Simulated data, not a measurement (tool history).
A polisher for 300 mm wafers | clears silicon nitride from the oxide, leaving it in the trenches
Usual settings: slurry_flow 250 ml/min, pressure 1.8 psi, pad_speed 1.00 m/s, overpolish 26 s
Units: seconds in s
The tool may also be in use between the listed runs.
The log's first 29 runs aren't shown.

run,hour,slurry_flow,pressure,pad_speed,overpolish,"incoming thickness of the incoming film, nm",seconds
30,1652.8,250,1.8,1.00,26,70.3,136.1
31,1861.9,250,1.8,1.00,26,69.7,138.3
32,1932.1,250,1.8,1.00,26,70.0,140.5
# hour 1983.5: head pressure recalibrated
33,1992.0,250,1.8,1.00,26,70.1,122.8
# hour 2028.8: worn pad replaced by a new one
34,2044.4,250,1.8,1.26,26,70.5,103.5
35,2090.3,250,1.8,1.00,21,70.0,131.5
# hour 2144.3: slurry nozzle cleaned
36,2149.8,290,1.8,0.82,13,70.5,160.2
37,2176.8,250,2.3,1.16,15,69.5,89.3

Forecast each of these 3 alternatives for the next run:
A,2177.3,250,1.8,1.00,26,68.8,?
B,2177.3,250,1.6,1.00,26,68.8,?
C,2177.3,330,1.6,0.82,12,68.8,?

run,seconds
A,132.1
B,148.5
C,176.2
Without the tool's hidden state the same runs would have given:
run,seconds
A,120.8
B,135.9
C,161.1
